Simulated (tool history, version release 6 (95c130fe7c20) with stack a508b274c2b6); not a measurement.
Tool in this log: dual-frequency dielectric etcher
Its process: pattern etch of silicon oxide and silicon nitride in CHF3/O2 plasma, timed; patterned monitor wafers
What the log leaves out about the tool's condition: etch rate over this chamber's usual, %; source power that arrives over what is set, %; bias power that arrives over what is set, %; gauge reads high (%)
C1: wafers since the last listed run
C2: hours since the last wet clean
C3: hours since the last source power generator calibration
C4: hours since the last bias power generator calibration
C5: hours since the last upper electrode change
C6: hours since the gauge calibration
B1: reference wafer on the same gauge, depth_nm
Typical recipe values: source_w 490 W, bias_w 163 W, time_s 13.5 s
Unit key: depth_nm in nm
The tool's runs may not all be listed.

run 1 day=0.000 | source_w=490 bias_w=163 time_s=13.5 | C1=0 C2=181.6 C3=1232.5 C4=64.3 C5=1855.9 C6=849.3 | B1=17.24 | depth_nm=16.28
run 2 day=4.454 | source_w=490 bias_w=163 time_s=13.5 | C1=1628 C2=288.5 C3=1339.4 C4=171.2 C5=1962.8 C6=956.2 | B1=17.20 | depth_nm=16.35
run 3 day=15.304 | source_w=490 bias_w=163 time_s=13.5 | C1=3966 C2=548.9 C3=1599.8 C4=431.6 C5=2223.2 C6=1216.6 | B1=17.15 | depth_nm=16.44
-- day=16.679 wet clean of the chamber
run 4 day=17.071 | source_w=490 bias_w=163 time_s=13.5 | C1=280 C2=9.4 C3=1642.2 C4=474.0 C5=2265.6 C6=1259.0 | B1=17.10 | depth_nm=16.25
run 5 day=18.638 | source_w=490 bias_w=173 time_s=13.5 | C1=572 C2=47.0 C3=1679.8 C4=511.6 C5=2303.2 C6=1296.6 | B1=17.14 | depth_nm=16.48
run 6 day=20.338 | source_w=490 bias_w=173 time_s=13.5 | C1=621 C2=87.8 C3=1720.6 C4=552.4 C5=2344.0 C6=1337.4 | B1=17.12 | depth_nm=16.58
run 7 day=23.458 | source_w=490 bias_w=173 time_s=13.5 | C1=1140 C2=162.7 C3=1795.5 C4=627.3 C5=2418.9 C6=1412.3 | B1=17.07 | depth_nm=16.40
run 8 day=25.275 | source_w=400 bias_w=163 time_s=12.0 | C1=664 C2=206.3 C3=1839.1 C4=670.9 C5=2462.5 C6=1455.9 | B1=17.04 | depth_nm=13.24
-- day=34.062 gauge calibrated
run 9 day=36.971 | source_w=400 bias_w=163 time_s=12.0 | C1=4275 C2=487.0 C3=2119.8 C4=951.6 C5=2743.2 C6=69.8 | B1=17.56 | depth_nm=13.63
-- day=38.288 wet clean of the chamber
run 10 day=40.733 | source_w=490 bias_w=163 time_s=13.5 | C1=1009 C2=58.7 C3=2210.1 C4=1041.9 C5=2833.5 C6=160.1 | B1=17.51 | depth_nm=16.47
run 11 day=44.762 | source_w=490 bias_w=163 time_s=13.5 | C1=1472 C2=155.4 C3=2306.8 C4=1138.6 C5=2930.2 C6=256.8 | B1=17.49 | depth_nm=16.57
run 12 day=48.817 | source_w=490 bias_w=150 time_s=13.5 | C1=1481 C2=252.7 C3=2404.1 C4=1235.9 C5=3027.5 C6=354.1 | B1=17.42 | depth_nm=16.24
run 13 day=52.258 | source_w=490 bias_w=163 time_s=13.5 | C1=1258 C2=335.3 C3=2486.7 C4=1318.5 C5=3110.1 C6=436.7 | B1=17.39 | depth_nm=16.35
-- day=53.721 upper electrode replaced
-- day=54.267 source power generator calibrated
-- day=57.117 wet clean of the chamber
run 14 day=59.288 | source_w=410 bias_w=189 time_s=12.0 | C1=1777 C2=52.1 C3=120.5 C4=1487.2 C5=133.6 C6=605.4 | B1=17.36 | depth_nm=14.22
run 15 day=62.175 | source_w=590 bias_w=148 time_s=13.5 | C1=1055 C2=121.4 C3=189.8 C4=1556.5 C5=202.9 C6=674.7 | B1=17.36 | depth_nm=17.34
run 16 day=64.475 | source_w=490 bias_w=185 time_s=16.5 | C1=840 C2=176.6 C3=245.0 C4=1611.7 C5=258.1 C6=729.9 | B1=17.33 | depth_nm=20.81
run 17 day=66.583 | source_w=490 bias_w=163 time_s=13.5 | C1=770 C2=227.2 C3=295.6 C4=1662.3 C5=308.7 C6=780.5 | B1=17.28 | depth_nm=16.32
run 18 day=70.933 | source_w=490 bias_w=163 time_s=13.5 | C1=1590 C2=331.6 C3=400.0 C4=1766.7 C5=413.1 C6=884.9 | B1=17.28 | depth_nm=16.38
run 19 day=75.300 | source_w=490 bias_w=163 time_s=17.0 | C1=1596 C2=436.4 C3=504.8 C4=1871.5 C5=517.9 C6=989.7 | B1=17.24 | depth_nm=20.63
-- day=77.671 bias power generator calibrated
-- day=78.692 wet clean of the chamber
run 20 day=86.388 | source_w=590 bias_w=178 time_s=14.5 | C1=3626 C2=184.7 C3=770.9 C4=209.2 C5=784.0 C6=1255.8 | B1=17.16 | depth_nm=19.25
run 21 day=89.592 | source_w=490 bias_w=191 time_s=11.0 | C1=1171 C2=261.6 C3=847.8 C4=286.1 C5=860.9 C6=1332.7 | B1=17.13 | depth_nm=13.98
run 22 day=91.817 | source_w=540 bias_w=190 time_s=11.0 | C1=813 C2=315.0 C3=901.2 C4=339.5 C5=914.3 C6=1386.1 | B1=17.09 | depth_nm=14.45
run 23 day=95.383 | source_w=390 bias_w=152 time_s=12.0 | C1=1303 C2=400.6 C3=986.8 C4=425.1 C5=999.9 C6=1471.7 | B1=17.12 | depth_nm=13.01
-- day=97.038 wet clean of the chamber
run 24 day=97.658 | source_w=490 bias_w=187 time_s=13.5 | C1=466 C2=14.9 C3=1041.4 C4=479.7 C5=1054.5 C6=1526.3 | B1=17.07 | depth_nm=16.80
run 25 day=101.471 | source_w=540 bias_w=190 time_s=11.0 | C1=1393 C2=106.4 C3=1132.9 C4=571.2 C5=1146.0 C6=1617.8 | B1=17.03 | depth_nm=14.11
run 26 day=105.629 | source_w=550 bias_w=148 time_s=17.5 | C1=1520 C2=206.2 C3=1232.7 C4=671.0 C5=1245.8 C6=1717.6 | B1=17.02 | depth_nm=21.49

List, for all runs, the conditions of the tool that the log does not record:
etch rate over this chamber's usual, %: 0 at every run
source power that arrives over what is set, %: 0 at every run
bias power that arrives over what is set, %: 0 at every run
H1: gauge reads high (%)
run=1 H1=-1.47
run=2 H1=-1.66
run=3 H1=-2.12
run=4 H1=-2.19
run=5 H1=-2.26
run=6 H1=-2.33
run=7 H1=-2.46
run=8 H1=-2.54
run=9 H1=0.141
run=10 H1=-0.0177
run=11 H1=-0.188
run=12 H1=-0.359
run=13 H1=-0.505
run=14 H1=-0.802
run=15 H1=-0.924
run=16 H1=-1.02
run=17 H1=-1.11
run=18 H1=-1.29
run=19 H1=-1.48
run=20 H1=-1.95
run=21 H1=-2.08
run=22 H1=-2.18
run=23 H1=-2.33
run=24 H1=-2.42
run=25 H1=-2.58
run=26 H1=-2.76
